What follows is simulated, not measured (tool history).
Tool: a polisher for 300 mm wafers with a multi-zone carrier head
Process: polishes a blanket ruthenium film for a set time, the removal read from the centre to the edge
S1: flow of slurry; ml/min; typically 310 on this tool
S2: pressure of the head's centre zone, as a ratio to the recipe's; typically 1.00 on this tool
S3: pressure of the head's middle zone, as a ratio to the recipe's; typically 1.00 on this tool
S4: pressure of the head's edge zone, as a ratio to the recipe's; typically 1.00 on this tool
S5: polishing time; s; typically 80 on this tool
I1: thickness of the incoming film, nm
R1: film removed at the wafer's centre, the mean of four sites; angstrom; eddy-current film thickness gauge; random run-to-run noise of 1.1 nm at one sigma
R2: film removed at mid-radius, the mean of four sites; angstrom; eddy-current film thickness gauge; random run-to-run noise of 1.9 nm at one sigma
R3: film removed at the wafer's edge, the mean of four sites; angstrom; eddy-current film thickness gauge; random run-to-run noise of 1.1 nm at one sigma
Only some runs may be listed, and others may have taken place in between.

| run | day | S1 | S2 | S3 | S4 | S5 | I1 | R1 | R2 | R3 |
|---|---|---|---|---|---|---|---|---|---|---|
| 1 | 0.000 | 310 | 1.00 | 1.00 | 1.00 | 80 | 570.9 | 1501 | 1538 | 1547 |
| 2 | 1.396 | 310 | 1.05 | 1.08 | 1.00 | 80 | 572.7 | 1577 | 1668 | 1529 |
| 3 | 2.625 | 310 | 0.95 | 1.00 | 0.90 | 101 | 562.8 | 1765 | 1943 | 1851 |
| 4 | 3.200 | 355 | 0.92 | 0.93 | 1.00 | 80 | 565.6 | 1365 | 1485 | 1545 |
| 5 | 4.075 | 240 | 1.00 | 1.00 | 1.00 | 80 | 570.8 | 1437 | 1552 | 1506 |
|  | 4.729 | edge zone pressure recalibrated |
| 6 | 5.071 | 400 | 1.00 | 1.00 | 1.00 | 68 | 566.2 | 1286 | 1335 | 1321 |
| 7 | 6.275 | 310 | 1.00 | 1.05 | 1.10 | 64 | 571.8 | 1172 | 1317 | 1286 |
| 8 | 7.108 | 310 | 1.00 | 1.07 | 1.04 | 80 | 567.6 | 1432 | 1631 | 1555 |
| 9 | 7.871 | 310 | 1.00 | 1.00 | 1.00 | 80 | 564.8 | 1460 | 1529 | 1527 |
| 10 | 8.879 | 350 | 1.00 | 0.90 | 1.00 | 55 | 561.1 | 1004 | 981 | 1069 |
|  | 9.804 | worn pad replaced by a new one |
| 11 | 10.350 | 310 | 0.96 | 1.00 | 1.00 | 80 | 568.4 | 1381 | 1541 | 1552 |
| 12 | 11.671 | 310 | 1.00 | 1.00 | 1.09 | 53 | 573.4 | 942 | 1025 | 1071 |
| 13 | 12.896 | 310 | 1.00 | 1.06 | 1.05 | 89 | 563.2 | 1590 | 1782 | 1765 |
| 14 | 13.733 | 310 | 1.08 | 1.00 | 1.00 | 100 | 572.0 | 1913 | 1905 | 1944 |
| 15 | 15.175 | 310 | 0.95 | 1.00 | 1.00 | 80 | 573.0 | 1346 | 1537 | 1535 |
| 16 | 15.771 | 405 | 1.00 | 1.04 | 0.94 | 101 | 565.8 | 1852 | 2018 | 1919 |
| 17 | 16.754 | 310 | 1.00 | 1.00 | 1.00 | 80 | 574.0 | 1428 | 1534 | 1551 |
| 18 | 17.492 | 310 | 1.00 | 1.00 | 0.96 | 80 | 569.0 | 1416 | 1534 | 1507 |
|  | 17.592 | slurry nozzle cleaned |
| 19 | 18.792 | 340 | 0.93 | 1.00 | 0.95 | 105 | 581.9 | 1745 | 2040 | 2008 |
|  | 19.550 | worn pad replaced by a new one |
| 20 | 19.571 | 280 | 1.00 | 1.00 | 1.10 | 80 | 564.4 | 1382 | 1568 | 1601 |
| 21 | 19.962 | 360 | 1.00 | 1.00 | 1.00 | 80 | 565.3 | 1420 | 1564 | 1551 |
|  | 20.438 | centre zone pressure recalibrated |
| 22 | 20.658 | 310 | 1.00 | 0.93 | 1.00 | 54 | 571.1 | 1021 | 975 | 1035 |

Below are 4 alternative next runs, each starting from the tool's condition after run 22. Predict each:
| A | 20.675 | 310 | 1.00 | 1.06 | 1.00 | 80 | 572.6 | ? | ? | ? |
| B | 20.675 | 310 | 1.00 | 0.95 | 1.00 | 80 | 572.6 | ? | ? | ? |
| C | 20.675 | 405 | 0.90 | 0.93 | 1.00 | 91 | 572.6 | ? | ? | ? |
| D | 20.675 | 340 | 1.00 | 1.10 | 1.00 | 80 | 572.6 | ? | ? | ? |

| run | R1 | R2 | R3 |
|---|---|---|---|
| A | 1515 | 1608 | 1522 |
| B | 1514 | 1466 | 1525 |
| C | 1582 | 1671 | 1761 |
| D | 1528 | 1671 | 1530 |
With the hidden condition removed and each run's random variation left untouched, the same runs would have given:
| run | R1 | R2 | R3 |
|---|---|---|---|
| A | 1524 | 1608 | 1522 |
| B | 1522 | 1466 | 1525 |
| C | 1591 | 1671 | 1761 |
| D | 1536 | 1671 | 1530 |
